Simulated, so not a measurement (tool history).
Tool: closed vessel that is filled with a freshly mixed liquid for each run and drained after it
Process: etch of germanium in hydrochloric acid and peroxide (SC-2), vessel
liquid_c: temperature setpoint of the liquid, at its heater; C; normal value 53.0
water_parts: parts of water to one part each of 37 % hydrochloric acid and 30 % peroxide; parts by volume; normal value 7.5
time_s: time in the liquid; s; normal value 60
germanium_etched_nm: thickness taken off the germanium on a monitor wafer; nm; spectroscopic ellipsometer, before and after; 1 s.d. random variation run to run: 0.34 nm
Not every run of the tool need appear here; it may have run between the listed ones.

run   hour  liquid_c  water_parts  time_s  wafers since the last listed run  hours since the thermometer was replaced  hours since the chemicals flow meter was replaced  hours since the drum of peroxide was connected  hours since the gauge calibration  read-back film thickness of the germanium reference wafer, read on the same gauge (nm)  germanium_etched_nm
  1    0.0      57.5          7.5      60                                 0                                    1307.3                                              646.6                                           311.9                              214.7                                                                                  109.99               126.44
  2   33.0      57.5          7.5      60                              3911                                    1340.3                                              679.6                                           344.9                              247.7                                                                                  109.97               126.60
  3   46.4      57.5          7.5      60                              1588                                    1353.7                                              693.0                                           358.3                              261.1                                                                                  109.98               126.56
  4   63.6      53.0          7.5      60                              2038                                    1370.9                                              710.2                                           375.5                              278.3                                                                                  110.01               109.92
  5   72.1      53.0          7.5      60                              1007                                    1379.4                                              718.7                                           384.0                              286.8                                                                                  109.96               109.78
  6   87.0      53.0          7.5      60                              1766                                    1394.3                                              733.6                                           398.9                              301.7                                                                                  110.03               109.73
  7   96.9      53.0          7.5      60                              1173                                    1404.2                                              743.5                                           408.8                              311.6                                                                                  110.00               109.82
     107.1  -- gauge calibrated
  8  110.5      53.0          7.5      60                              1612                                    1417.8                                              757.1                                           422.4                                3.4                                                                                  109.99               109.42
     122.7  -- chemicals flow meter replaced
  9  127.1      53.0          7.5      60                              1849                                    1434.4                                                4.4                                           439.0                               20.0                                                                                  109.95               109.90
 10  134.1      53.0          8.5      60                               829                                    1441.4                                               11.4                                           446.0                               27.0                                                                                  109.98               108.51
 11  140.9      53.0          8.5      60                               806                                    1448.2                                               18.2                                           452.8                               33.8                                                                                  109.99               109.11
     146.1  -- new drum of peroxide connected
 12  150.6      48.5          4.0      40                              1031                                    1457.9                                               27.9                                             4.5                               43.5                                                                                  110.03                63.95
 13  167.8      53.0          9.0      30                              2038                                    1475.1                                               45.1                                            21.7                               60.7                                                                                  110.06                53.95

Run 14 has not been measured yet. What should we expect?
 14  175.5      59.5          7.5      30                               912                                    1482.8                                               52.8                                            29.4                               68.4                                                                                       ?                    ?

read-back film thickness of the germanium reference wafer, read on the same gauge (nm): 110.04
germanium_etched_nm: 67.26 nm
With no hidden state in the tool, this same run would have given germanium_etched_nm 72.78 nm.
